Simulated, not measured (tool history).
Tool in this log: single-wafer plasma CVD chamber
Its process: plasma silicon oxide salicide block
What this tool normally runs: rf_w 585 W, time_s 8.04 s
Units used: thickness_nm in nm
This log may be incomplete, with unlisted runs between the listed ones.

| run | hour | rf_w | time_s | read-back reference wafer on the same gauge, thickness_nm | thickness_nm |
|---|---|---|---|---|---|
| 1 | 0.0 | 545 | 6.97 | 71.058 | 63.430 |
| 2 | 79.9 | 515 | 8.04 | 71.221 | 72.487 |
| 3 | 131.2 | 515 | 8.04 | 71.094 | 72.081 |
| 4 | 168.6 | 670 | 8.04 | 71.169 | 78.070 |
| 5 | 230.2 | 585 | 6.78 | 71.173 | 62.740 |
| 6 | 280.1 | 585 | 6.78 | 71.186 | 63.044 |
| 7 | 335.5 | 585 | 6.78 | 71.050 | 62.729 |
| 8 | 493.8 | 545 | 8.04 | 71.132 | 72.935 |
| 9 | 589.6 | 545 | 8.04 | 71.123 | 72.424 |
| 10 | 629.7 | 585 | 8.04 | 71.059 | 74.453 |
| 11 | 672.1 | 585 | 8.04 | 71.122 | 74.319 |
| 12 | 739.1 | 585 | 8.04 | 70.937 | 74.283 |
| 13 | 832.9 | 585 | 8.04 | 71.075 | 74.298 |
| 14 | 877.8 | 660 | 7.52 | 71.072 | 71.451 |
| 15 | 933.9 | 660 | 7.52 | 71.191 | 71.827 |
| 16 | 1019.7 | 585 | 9.57 | 71.077 | 87.461 |
|  | 1051.7 | RF generator calibrated |
| 17 | 1106.8 | 585 | 6.78 | 71.172 | 63.279 |
| 18 | 1159.4 | 680 | 8.50 | 71.119 | 83.001 |
|  | 1192.2 | gauge calibrated |
| 19 | 1241.2 | 690 | 9.14 | 71.156 | 89.459 |
| 20 | 1348.0 | 520 | 9.41 | 71.067 | 85.913 |
|  | 1391.6 | showerhead replaced |
| 21 | 1403.6 | 660 | 7.01 | 71.060 | 67.450 |
| 22 | 1460.6 | 675 | 7.05 | 71.115 | 68.337 |
| 23 | 1536.5 | 585 | 8.76 | 71.071 | 81.996 |
| 24 | 1632.3 | 510 | 8.04 | 71.056 | 72.452 |
| 25 | 1682.3 | 585 | 8.04 | 71.013 | 74.531 |
| 26 | 1789.4 | 585 | 8.04 | 71.195 | 75.066 |
| 27 | 1828.9 | 500 | 8.75 | 71.166 | 77.940 |
| 28 | 1908.1 | 585 | 6.78 | 71.105 | 63.050 |
| 29 | 1970.6 | 585 | 6.78 | 71.210 | 62.999 |
| 30 | 2051.7 | 585 | 8.04 | 71.188 | 74.581 |
| 31 | 2130.6 | 470 | 9.20 | 71.174 | 79.870 |

Some steps in thickness_nm, run to run, broken into two amounts with sign: the step expected even without the hidden condition (settings, incoming material, random variation), and the rest, left for the hidden condition together with whatever gauge scatter is not in both the measured and the hidden-condition-free result:
Unlogged tool condition in this case: delivered RF power above the setpoint (%); gauge reads high (%).
Run 7 -> 8: rf_w 585 -> 545, time_s 6.78 -> 8.04. thickness_nm +10.206 nm: hidden state -0.244, all else +10.450.
Run 15 -> 16: rf_w 660 -> 585, time_s 7.52 -> 9.57. thickness_nm +15.634 nm: hidden state -0.439, all else +16.073.
Run 16 -> 17: time_s 9.57 -> 6.78, RF generator calibrated. thickness_nm -24.182 nm: hidden state +1.638, all else -25.820.
Run 17 -> 18: rf_w 585 -> 680, time_s 6.78 -> 8.50. thickness_nm +19.722 nm: hidden state -0.047, all else +19.769.
Run 20 -> 21: rf_w 520 -> 660, time_s 9.41 -> 7.01, showerhead replaced. thickness_nm -18.463 nm: hidden state +0.036, all else -18.499.

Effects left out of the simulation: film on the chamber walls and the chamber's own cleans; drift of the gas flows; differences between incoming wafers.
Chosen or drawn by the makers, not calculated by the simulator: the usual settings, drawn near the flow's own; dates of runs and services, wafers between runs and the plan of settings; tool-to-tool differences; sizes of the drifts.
